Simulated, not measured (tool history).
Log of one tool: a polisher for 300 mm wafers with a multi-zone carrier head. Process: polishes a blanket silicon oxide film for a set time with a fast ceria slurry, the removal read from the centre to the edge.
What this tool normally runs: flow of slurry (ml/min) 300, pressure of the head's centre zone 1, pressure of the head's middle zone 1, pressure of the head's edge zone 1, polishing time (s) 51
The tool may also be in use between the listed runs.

run,hour,flow of slurry (ml/min),pressure of the head's centre zone,pressure of the head's middle zone,pressure of the head's edge zone,polishing time (s),"incoming thickness of the incoming film, nm",film removed at the wafer's centre (angstrom),film removed at mid-radius (angstrom),film removed at the wafer's edge (angstrom)
1,0,300,1,1.04,1,51,3543.3,7623,7226,7236
2,49,300,1,1,1,51,3587.3,7487,7029,7252
3,81.6,300,1,1,1,51,3556.2,7571,6929,7212
4,124.4,300,1,1,1,51,3522.6,7868,7057,7197
5,164.9,300,1,1,1,51,3517.7,7748,7046,7148
# hour 176.6: centre zone pressure recalibrated
# hour 181.8: slurry nozzle cleaned
6,234.9,300,1,0.9,1,58,3605.8,8345,7444,8213
7,298.5,300,1,1,1,51,3555.3,7586,6955,7277
# hour 308.7: worn pad replaced by a new one
8,364,300,1,1,1,51,3531.8,7775,7000,7137
# hour 419.4: edge zone pressure recalibrated
# hour 425.4: carrier head's membrane replaced by a new one
9,425.9,300,1,1,1,43,3618.3,6515,5928,6031
10,454.4,325,1,1,1,38,3624.4,5958,5221,5370
11,506.8,300,1,1.11,1.04,46,3552.7,7185,6812,6632
# hour 522.8: centre zone pressure recalibrated
12,538.8,300,1,1.07,1,51,3586.9,7045,7400,7149
13,570.4,330,1,1,1,51,3530.7,7255,7068,7269
# hour 602.3: slurry nozzle cleaned
14,621.5,300,1,1,1,51,3533.7,7318,7021,7138
15,672.2,265,1,0.9,0.9,66,3589.2,9418,8349,8729
16,729.7,300,0.91,0.95,1,51,3589.5,6937,6792,7200
# hour 767.3: worn pad replaced by a new one
17,784.8,300,1.06,1,1,51,3571.1,8184,6999,7164
18,844.3,300,1.11,1.04,1,62,3553.1,10550,8753,8688
19,887.5,300,1,1,0.92,51,3561.6,7878,7027,6891
# hour 923: centre zone pressure recalibrated
20,948,300,1,1,0.93,51,3648.1,7101,6963,6911
21,981.2,300,1,1,1,51,3620.6,7168,7071,7218
# hour 1024.9: slurry nozzle cleaned
22,1032.4,300,0.92,1,1,51,3611,6597,7093,7243
# hour 1050.7: edge zone pressure recalibrated
23,1091.6,300,1.06,1,0.96,51,3571.9,7906,6997,7024

What if the next run were any one of these 3? Each begins from the tool's condition after run 23:
A,1092,300,1,1,1,39,3594.8,?,?,?
B,1092,300,0.95,1.03,1,58,3594.8,?,?,?
C,1092,300,0.96,1,1,51,3594.8,?,?,?

run,film removed at the wafer's centre (angstrom),film removed at mid-radius (angstrom),film removed at the wafer's edge (angstrom)
A,5617,5419,5519
B,7940,8236,8205
C,7053,7088,7217
With no hidden state in the tool, these same runs would have given:
run,film removed at the wafer's centre (angstrom),film removed at mid-radius (angstrom),film removed at the wafer's edge (angstrom)
A,5459,5420,5519
B,7716,8237,8205
C,6854,7089,7217

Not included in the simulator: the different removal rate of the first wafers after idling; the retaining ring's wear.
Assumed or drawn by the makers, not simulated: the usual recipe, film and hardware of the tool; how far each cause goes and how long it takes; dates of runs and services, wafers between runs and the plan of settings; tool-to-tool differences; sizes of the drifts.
